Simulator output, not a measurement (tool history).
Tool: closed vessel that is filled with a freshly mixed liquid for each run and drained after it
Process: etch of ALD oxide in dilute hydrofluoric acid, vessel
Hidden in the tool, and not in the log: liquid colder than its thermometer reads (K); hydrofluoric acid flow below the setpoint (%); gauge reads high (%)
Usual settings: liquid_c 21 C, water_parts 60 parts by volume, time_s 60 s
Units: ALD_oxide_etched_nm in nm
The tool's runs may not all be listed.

run,day,liquid_c,water_parts,time_s,wafers since the last listed run,hours since the thermometer was replaced,hours since the hydrofluoric acid flow meter was replaced,hours since the gauge calibration,"read-back film thickness of the ALD oxide reference wafer, read on the same gauge (nm)",ALD_oxide_etched_nm
1,0,21,60,60,0,487.2,1715.6,585.8,140.03,13.19
2,2.879,21,60,60,5983,556.3,1784.7,654.9,139.98,13.18
3,4.5,21,60,60,3368,595.2,1823.6,693.8,140.01,12.99
4,6.396,21,60,60,3939,640.7,1869.1,739.3,140.01,13
# day 7.254: gauge calibrated
5,8.892,21,75,60,5186,700.6,1929,39.3,140,10.14
6,10.85,21,75,60,4069,747.6,1976,86.3,139.99,10.14
7,12.792,21,60,60,4035,794.2,2022.6,132.9,139.96,12.84
8,15.638,21,60,60,5914,862.5,2090.9,201.2,140.02,12.75
9,16.858,21,60,60,2537,891.8,2120.2,230.5,140,12.73
# day 17.588: thermometer replaced
10,18.412,21,60,60,3143,19.8,2157.5,267.8,140,13.19
11,21.288,18.5,60,30,5974,88.8,2226.5,336.8,139.99,5.94
12,24.933,24,35,50,7576,176.3,2314,424.3,139.98,21.83
# day 26.142: hydrofluoric acid flow meter replaced
13,26.162,18.5,60,60,2467,205.8,0.5,453.8,139.99,12.89
14,29.15,25,70,60,6208,277.5,72.2,525.5,140.03,14.17
15,31.125,21,60,60,4104,324.9,119.6,572.9,140,14.17
16,33.562,19.5,85,60,5065,383.4,178.1,631.4,139.96,9.03
# day 35.496: gauge calibrated
17,35.729,21,80,60,4502,435.4,230.1,5.6,140.05,10.27
18,38.204,19,60,60,5143,494.8,289.5,65,140.02,12.94
19,39.862,17,70,45,3446,534.6,329.3,104.8,139.97,7.5
20,42.254,25,30,45,4970,592,386.7,162.2,139.99,25.47
21,44.625,25,30,45,4926,648.9,443.6,219.1,140,25.32

Forecast each of these 4 alternatives for the next run:
A,44.654,21,60,40,60,649.6,444.3,219.8,?,?
B,44.654,17,60,60,60,649.6,444.3,219.8,?,?
C,44.654,22.5,60,60,60,649.6,444.3,219.8,?,?
D,44.654,17,85,95,60,649.6,444.3,219.8,?,?

run,"read-back film thickness of the ALD oxide reference wafer, read on the same gauge (nm)",ALD_oxide_etched_nm
A,140.01,9.21
B,140.01,11.65
C,140.01,14.71
D,140.01,12.67
Without the tool's hidden state the same runs would have given:
run,ALD_oxide_etched_nm
A,9.73
B,12.31
C,15.54
D,13.39

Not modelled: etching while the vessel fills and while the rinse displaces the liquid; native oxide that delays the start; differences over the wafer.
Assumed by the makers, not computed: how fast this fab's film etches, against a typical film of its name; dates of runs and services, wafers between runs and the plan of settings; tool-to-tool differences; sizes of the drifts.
